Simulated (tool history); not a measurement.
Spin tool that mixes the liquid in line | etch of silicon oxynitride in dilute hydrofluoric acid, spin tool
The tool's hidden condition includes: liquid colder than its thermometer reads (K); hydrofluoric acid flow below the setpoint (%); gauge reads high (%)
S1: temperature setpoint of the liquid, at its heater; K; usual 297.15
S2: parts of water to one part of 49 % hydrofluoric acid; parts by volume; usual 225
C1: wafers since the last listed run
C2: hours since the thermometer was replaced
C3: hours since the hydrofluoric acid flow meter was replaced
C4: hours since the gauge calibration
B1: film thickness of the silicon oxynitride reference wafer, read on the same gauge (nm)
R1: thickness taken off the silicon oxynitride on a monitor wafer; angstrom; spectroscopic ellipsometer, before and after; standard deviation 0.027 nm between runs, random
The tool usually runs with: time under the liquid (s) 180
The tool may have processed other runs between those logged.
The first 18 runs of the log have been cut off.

Run 19, hour 1606.6: usual settings but S1 295.65 K, time under the liquid (s) 250; C1 858; C2 175.6; C3 712.6; C4 583.8; B1 130.006. Result: R1 28.88 angstrom.
Run 20, hour 1660.5: usual settings but S1 299.65 K, S2 325 parts by volume, time under the liquid (s) 105; C1 458; C2 229.5; C3 766.5; C4 637.7; B1 130.025. Result: R1 9.44 angstrom.
Run 21, hour 1702: usual settings but time under the liquid (s) 115; C1 352; C2 271; C3 808; C4 679.2; B1 129.993. Result: R1 14.56 angstrom.
Run 22, hour 1807.3: usual settings but S2 190 parts by volume; C1 895; C2 376.3; C3 913.3; C4 784.5; B1 130.04. Result: R1 27.55 angstrom.
At hour 1867.5: hydrofluoric acid flow meter replaced.
Run 23, hour 1914.3: usual settings; C1 901; C2 483.3; C3 46.8; C4 891.5; B1 129.976. Result: R1 22.72 angstrom.
Run 24, hour 1958.7: usual settings but S1 293.15 K, S2 125 parts by volume; C1 377; C2 527.7; C3 91.2; C4 935.9; B1 129.957. Result: R1 36.66 angstrom.
At hour 1989.8: thermometer replaced.
Run 25, hour 2185.5: usual settings but S1 292.65 K, S2 130 parts by volume, time under the liquid (s) 225; C1 1920; C2 195.7; C3 318; C4 1162.7; B1 129.947. Result: R1 43.85 angstrom.
Run 26, hour 2287.6: usual settings but S1 294.15 K, time under the liquid (s) 270; C1 868; C2 297.8; C3 420.1; C4 1264.8; B1 130.045. Result: R1 29.85 angstrom.
Run 27, hour 2467.2: usual settings but S1 299.15 K; C1 1527; C2 477.4; C3 599.7; C4 1444.4; B1 130.008. Result: R1 25.18 angstrom.
Run 28, hour 2509.6: usual settings but S2 280 parts by volume, time under the liquid (s) 270; C1 360; C2 519.8; C3 642.1; C4 1486.8; B1 129.974. Result: R1 26.7 angstrom.
At hour 2606.7: thermometer replaced.
Run 29, hour 2616.9: usual settings but S1 294.15 K, S2 165 parts by volume; C1 903; C2 10.2; C3 749.4; C4 1594.1; B1 130.019. Result: R1 28.61 angstrom.
At hour 2670.7: hydrofluoric acid flow meter replaced.
Run 30, hour 2675.9: usual settings; C1 493; C2 69.2; C3 5.2; C4 1653.1; B1 130.053. Result: R1 22.89 angstrom.
Run 31, hour 2755: usual settings but S2 125 parts by volume; C1 672; C2 148.3; C3 84.3; C4 1732.2; B1 130.045. Result: R1 44.47 angstrom.
Run 32, hour 2820.5: usual settings; C1 556; C2 213.8; C3 149.8; C4 1797.7; B1 129.995. Result: R1 23.26 angstrom.

Below are 4 alternative next runs, each starting from the tool's condition after run 32. Predict each:
Run A, hour 2821: usual settings; C1 4; C2 214.3; C3 150.3; C4 1798.2; B1 ?. Result: R1 ?.
Run B, hour 2821: usual settings but S1 294.15 K, S2 135 parts by volume, time under the liquid (s) 250; C1 4; C2 214.3; C3 150.3; C4 1798.2; B1 ?. Result: R1 ?.
Run C, hour 2821: usual settings but S2 185 parts by volume; C1 4; C2 214.3; C3 150.3; C4 1798.2; B1 ?. Result: R1 ?.
Run D, hour 2821: usual settings but S1 299.15 K, S2 130 parts by volume, time under the liquid (s) 100; C1 4; C2 214.3; C3 150.3; C4 1798.2; B1 ?. Result: R1 ?.

run       B1     R1
  A  129.972  22.57
  B  129.972  48.63
  C  129.972  28.28
  D  129.972   25.6
Stripped of hidden state, with their random variation kept, the same runs would have yielded:
run     R1
  A  22.57
  B  48.63
  C  28.28
  D   25.6

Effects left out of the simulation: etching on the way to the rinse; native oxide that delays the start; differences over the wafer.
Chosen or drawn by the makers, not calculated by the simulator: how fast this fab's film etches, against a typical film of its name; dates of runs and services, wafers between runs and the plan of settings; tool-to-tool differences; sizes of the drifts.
